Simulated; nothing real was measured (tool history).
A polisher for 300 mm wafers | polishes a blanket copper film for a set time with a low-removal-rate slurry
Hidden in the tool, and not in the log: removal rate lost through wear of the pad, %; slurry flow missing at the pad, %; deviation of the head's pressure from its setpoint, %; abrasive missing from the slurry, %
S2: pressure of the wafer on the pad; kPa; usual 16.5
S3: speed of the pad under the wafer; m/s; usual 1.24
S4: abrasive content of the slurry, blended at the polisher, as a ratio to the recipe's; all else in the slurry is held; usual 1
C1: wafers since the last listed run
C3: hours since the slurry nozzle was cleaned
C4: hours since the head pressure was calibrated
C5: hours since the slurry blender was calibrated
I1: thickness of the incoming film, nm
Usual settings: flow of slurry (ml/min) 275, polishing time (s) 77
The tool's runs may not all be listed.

{"run": 1, "day": 0.0, "flow of slurry (ml/min)": 275, "S2": 16.5, "S3": 0.96, "S4": 1, "polishing time (s)": 77, "C1": 0, "wafers polished on this pad": 353, "C3": 652.7, "C4": 987.2, "C5": 43.5, "I1": 674, "film removed (angstrom)": 1854}
{"run": 2, "day": 1.1, "flow of slurry (ml/min)": 275, "S2": 16.5, "S3": 0.96, "S4": 1, "polishing time (s)": 77, "C1": 310, "wafers polished on this pad": 664, "C3": 679.1, "C4": 1013.6, "C5": 69.9, "I1": 674.1, "film removed (angstrom)": 1772}
{"run": 3, "day": 1.675, "flow of slurry (ml/min)": 275, "S2": 16.5, "S3": 1.24, "S4": 1, "polishing time (s)": 77, "C1": 162, "wafers polished on this pad": 827, "C3": 692.9, "C4": 1027.4, "C5": 83.7, "I1": 682.1, "film removed (angstrom)": 2271}
{"day": 2.492, "done": "worn pad replaced by a new one"}
{"day": 2.567, "done": "slurry blender recalibrated"}
{"run": 4, "day": 3.05, "flow of slurry (ml/min)": 275, "S2": 16.5, "S3": 1.24, "S4": 1, "polishing time (s)": 77, "C1": 320, "wafers polished on this pad": 136, "C3": 725.9, "C4": 1060.4, "C5": 11.6, "I1": 691.9, "film removed (angstrom)": 2340}
{"run": 5, "day": 3.875, "flow of slurry (ml/min)": 275, "S2": 16.5, "S3": 1.24, "S4": 1, "polishing time (s)": 77, "C1": 233, "wafers polished on this pad": 370, "C3": 745.7, "C4": 1080.2, "C5": 31.4, "I1": 685.2, "film removed (angstrom)": 2226}
{"run": 6, "day": 5.35, "flow of slurry (ml/min)": 275, "S2": 16.5, "S3": 1.24, "S4": 1, "polishing time (s)": 77, "C1": 416, "wafers polished on this pad": 786, "C3": 781.1, "C4": 1115.6, "C5": 66.8, "I1": 678.6, "film removed (angstrom)": 2204}
{"day": 6.025, "done": "worn pad replaced by a new one"}
{"run": 7, "day": 6.046, "flow of slurry (ml/min)": 275, "S2": 16.5, "S3": 1.24, "S4": 1, "polishing time (s)": 77, "C1": 149, "wafers polished on this pad": 5, "C3": 797.8, "C4": 1132.3, "C5": 83.5, "I1": 666.2, "film removed (angstrom)": 2281}
{"day": 7.079, "done": "slurry nozzle cleaned"}
{"run": 8, "day": 7.238, "flow of slurry (ml/min)": 300, "S2": 16.5, "S3": 1.24, "S4": 1, "polishing time (s)": 77, "C1": 325, "wafers polished on this pad": 330, "C3": 3.8, "C4": 1160.9, "C5": 112.1, "I1": 673.6, "film removed (angstrom)": 2637}
{"day": 7.538, "done": "slurry blender recalibrated"}
{"run": 9, "day": 8.3, "flow of slurry (ml/min)": 275, "S2": 16.5, "S3": 1.24, "S4": 1, "polishing time (s)": 77, "C1": 276, "wafers polished on this pad": 607, "C3": 29.3, "C4": 1186.4, "C5": 18.3, "I1": 684.2, "film removed (angstrom)": 2573}
{"run": 10, "day": 8.879, "flow of slurry (ml/min)": 275, "S2": 16.5, "S3": 1.24, "S4": 1, "polishing time (s)": 77, "C1": 163, "wafers polished on this pad": 770, "C3": 43.2, "C4": 1200.3, "C5": 32.2, "I1": 667.3, "film removed (angstrom)": 2578}
{"run": 11, "day": 9.567, "flow of slurry (ml/min)": 210, "S2": 16.5, "S3": 1.24, "S4": 1, "polishing time (s)": 77, "C1": 194, "wafers polished on this pad": 965, "C3": 59.7, "C4": 1216.8, "C5": 48.7, "I1": 686.5, "film removed (angstrom)": 2390}
{"day": 10.417, "done": "worn pad replaced by a new one"}
{"run": 12, "day": 10.662, "flow of slurry (ml/min)": 335, "S2": 21.4, "S3": 1.24, "S4": 1, "polishing time (s)": 77, "C1": 262, "wafers polished on this pad": 69, "C3": 86, "C4": 1243.1, "C5": 75, "I1": 687.8, "film removed (angstrom)": 3148}
{"run": 13, "day": 11.458, "flow of slurry (ml/min)": 275, "S2": 19.3, "S3": 1.24, "S4": 1.25, "polishing time (s)": 77, "C1": 224, "wafers polished on this pad": 294, "C3": 105.1, "C4": 1262.2, "C5": 94.1, "I1": 675.7, "film removed (angstrom)": 3017}
{"day": 12.121, "done": "slurry blender recalibrated"}
{"run": 14, "day": 12.888, "flow of slurry (ml/min)": 275, "S2": 16.5, "S3": 1.24, "S4": 1, "polishing time (s)": 77, "C1": 380, "wafers polished on this pad": 675, "C3": 139.4, "C4": 1296.5, "C5": 18.4, "I1": 693, "film removed (angstrom)": 2445}
{"run": 15, "day": 14.25, "flow of slurry (ml/min)": 275, "S2": 16.5, "S3": 1.24, "S4": 1, "polishing time (s)": 77, "C1": 385, "wafers polished on this pad": 1060, "C3": 172.1, "C4": 1329.2, "C5": 51.1, "I1": 686, "film removed (angstrom)": 2374}
{"day": 14.729, "done": "worn pad replaced by a new one"}
{"run": 16, "day": 15.188, "flow of slurry (ml/min)": 365, "S2": 16.5, "S3": 0.92, "S4": 1.15, "polishing time (s)": 66, "C1": 217, "wafers polished on this pad": 129, "C3": 194.6, "C4": 1351.7, "C5": 73.6, "I1": 678.4, "film removed (angstrom)": 1799}
{"day": 15.638, "done": "head pressure recalibrated"}
{"run": 17, "day": 15.888, "flow of slurry (ml/min)": 355, "S2": 16.5, "S3": 1.24, "S4": 1, "polishing time (s)": 77, "C1": 174, "wafers polished on this pad": 303, "C3": 211.4, "C4": 6, "C5": 90.4, "I1": 678.6, "film removed (angstrom)": 2700}
{"day": 16.246, "done": "slurry blender recalibrated"}
{"run": 18, "day": 16.488, "flow of slurry (ml/min)": 340, "S2": 17.9, "S3": 1.36, "S4": 1, "polishing time (s)": 77, "C1": 146, "wafers polished on this pad": 449, "C3": 225.8, "C4": 20.4, "C5": 5.8, "I1": 681.7, "film removed (angstrom)": 2966}
{"run": 19, "day": 17.221, "flow of slurry (ml/min)": 275, "S2": 16.5, "S3": 1.24, "S4": 1, "polishing time (s)": 77, "C1": 207, "wafers polished on this pad": 657, "C3": 243.4, "C4": 38, "C5": 23.4, "I1": 672.4, "film removed (angstrom)": 2549}
{"run": 20, "day": 18.225, "flow of slurry (ml/min)": 305, "S2": 20.7, "S3": 1.24, "S4": 0.75, "polishing time (s)": 77, "C1": 283, "wafers polished on this pad": 940, "C3": 267.5, "C4": 62.1, "C5": 47.5, "I1": 686.7, "film removed (angstrom)": 2695}
{"day": 18.517, "done": "worn pad replaced by a new one"}
{"run": 21, "day": 19.071, "flow of slurry (ml/min)": 275, "S2": 16.5, "S3": 1.24, "S4": 1, "polishing time (s)": 77, "C1": 191, "wafers polished on this pad": 157, "C3": 287.8, "C4": 82.4, "C5": 67.8, "I1": 668.9, "film removed (angstrom)": 2599}
{"run": 22, "day": 20.392, "flow of slurry (ml/min)": 275, "S2": 11, "S3": 1.24, "S4": 0.9, "polishing time (s)": 59, "C1": 373, "wafers polished on this pad": 530, "C3": 319.5, "C4": 114.1, "C5": 99.5, "I1": 673.7, "film removed (angstrom)": 1518}

Hidden state or all else? Some run-to-run changes of film removed (angstrom), split into what the settings, what came in and random variation would give without the hidden state, and what is left for the hidden state (with any gauge scatter that isn't in both results):
Run 7 -> 8: flow of slurry (ml/min) 275 -> 300, slurry nozzle cleaned. film removed (angstrom) +356: hidden state +378, all else -22.
Run 15 -> 16: flow of slurry (ml/min) 275 -> 365, S3 1.24 -> 0.92, S4 1 -> 1.15, polishing time (s) 77 -> 66, worn pad replaced by a new one. film removed (angstrom) -575: hidden state +218, all else -793.
Run 16 -> 17: flow of slurry (ml/min) 365 -> 355, S3 0.92 -> 1.24, S4 1.15 -> 1, polishing time (s) 66 -> 77, head pressure recalibrated. film removed (angstrom) +901: hidden state -36, all else +937.
Run 21 -> 22: S2 16.5 -> 11, S4 1 -> 0.9, polishing time (s) 77 -> 59. film removed (angstrom) -1081: hidden state +15, all else -1096.
